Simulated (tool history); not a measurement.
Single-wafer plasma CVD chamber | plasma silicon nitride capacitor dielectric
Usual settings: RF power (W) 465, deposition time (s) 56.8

| run | hour | RF power (W) | deposition time (s) | read-back reference wafer on the same gauge, thickness_nm | mean film thickness on the monitor wafer (angstrom) |
|---|---|---|---|---|---|
| 1 | 0.0 | 465 | 56.8 | 70.016 | 822.94 |
|  | 23.3 | gauge calibrated |
| 2 | 38.5 | 465 | 56.8 | 69.944 | 825.08 |
| 3 | 63.6 | 465 | 56.8 | 69.993 | 826.02 |
| 4 | 121.5 | 465 | 56.8 | 69.994 | 826.71 |
| 5 | 187.6 | 465 | 56.8 | 69.971 | 827.24 |
| 6 | 232.5 | 465 | 48.0 | 70.024 | 696.60 |
|  | 255.9 | showerhead replaced, of another model than before |
|  | 259.0 | RF generator calibrated |
| 7 | 288.4 | 465 | 56.8 | 69.978 | 847.24 |
| 8 | 332.3 | 465 | 56.8 | 69.999 | 846.85 |
| 9 | 377.6 | 535 | 65.0 | 70.020 | 1022.18 |

The next listed run, before its measurement:
| 10 | 421.6 | 520 | 56.8 | ? | ? |

read-back reference wafer on the same gauge, thickness_nm: 70.066
mean film thickness on the monitor wafer (angstrom): 881.66
Without the tool's hidden state the same run would have given mean film thickness on the monitor wafer (angstrom) 892.63.

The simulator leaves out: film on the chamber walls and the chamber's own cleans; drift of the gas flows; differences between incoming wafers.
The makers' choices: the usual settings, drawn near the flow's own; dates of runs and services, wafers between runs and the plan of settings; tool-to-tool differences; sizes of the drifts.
